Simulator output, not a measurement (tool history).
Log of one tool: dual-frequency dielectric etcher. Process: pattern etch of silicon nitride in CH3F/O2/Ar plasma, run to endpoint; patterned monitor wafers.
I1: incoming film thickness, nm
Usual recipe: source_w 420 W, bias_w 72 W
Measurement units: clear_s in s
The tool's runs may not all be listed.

run 1 hour=0.0 | source_w=420 bias_w=72 | I1=33.90 | clear_s=48.5
run 2 hour=87.8 | source_w=420 bias_w=72 | I1=33.98 | clear_s=47.5
run 3 hour=129.2 | source_w=420 bias_w=72 | I1=34.18 | clear_s=48.3
-- hour=180.7 wet clean of the chamber
run 4 hour=203.7 | source_w=420 bias_w=72 | I1=34.46 | clear_s=50.7
run 5 hour=287.4 | source_w=420 bias_w=72 | I1=34.55 | clear_s=50.7
run 6 hour=328.3 | source_w=420 bias_w=64 | I1=34.09 | clear_s=51.5
run 7 hour=377.8 | source_w=470 bias_w=72 | I1=34.15 | clear_s=46.4
run 8 hour=466.9 | source_w=470 bias_w=72 | I1=34.16 | clear_s=46.6
run 9 hour=578.5 | source_w=360 bias_w=80 | I1=33.83 | clear_s=47.5
-- hour=655.5 wet clean of the chamber
run 10 hour=681.1 | source_w=420 bias_w=87 | I1=33.95 | clear_s=46.6
run 11 hour=748.2 | source_w=480 bias_w=82 | I1=33.86 | clear_s=45.4
-- hour=802.1 source power generator calibrated
run 12 hour=834.1 | source_w=450 bias_w=72 | I1=33.89 | clear_s=47.9
run 13 hour=919.8 | source_w=420 bias_w=72 | I1=34.21 | clear_s=48.1
run 14 hour=981.2 | source_w=420 bias_w=72 | I1=34.39 | clear_s=48.7
-- hour=1082.8 upper electrode replaced
-- hour=1092.6 bias power generator calibrated
-- hour=1095.4 wet clean of the chamber
run 15 hour=1280.4 | source_w=470 bias_w=78 | I1=34.03 | clear_s=45.5
run 16 hour=1335.8 | source_w=360 bias_w=86 | I1=34.05 | clear_s=49.6
run 17 hour=1427.6 | source_w=500 bias_w=66 | I1=33.87 | clear_s=46.5

Branching from run 17: 5 alternative next runs. What would each branch give?
run A hour=1428.0 | source_w=420 bias_w=72 | I1=34.24 | clear_s=?
run B hour=1428.0 | source_w=500 bias_w=85 | I1=34.24 | clear_s=?
run C hour=1428.0 | source_w=350 bias_w=60 | I1=34.24 | clear_s=?
run D hour=1428.0 | source_w=450 bias_w=54 | I1=34.24 | clear_s=?
run E hour=1428.0 | source_w=420 bias_w=83 | I1=34.24 | clear_s=?

run=A clear_s=47.4
run=B clear_s=42.0
run=C clear_s=53.8
run=D clear_s=50.3
run=E clear_s=45.2
Stripped of hidden state, with their random variation kept, the same runs would have yielded:
run=A clear_s=49.3
run=B clear_s=43.7
run=C clear_s=55.9
run=D clear_s=52.3
run=E clear_s=47.0

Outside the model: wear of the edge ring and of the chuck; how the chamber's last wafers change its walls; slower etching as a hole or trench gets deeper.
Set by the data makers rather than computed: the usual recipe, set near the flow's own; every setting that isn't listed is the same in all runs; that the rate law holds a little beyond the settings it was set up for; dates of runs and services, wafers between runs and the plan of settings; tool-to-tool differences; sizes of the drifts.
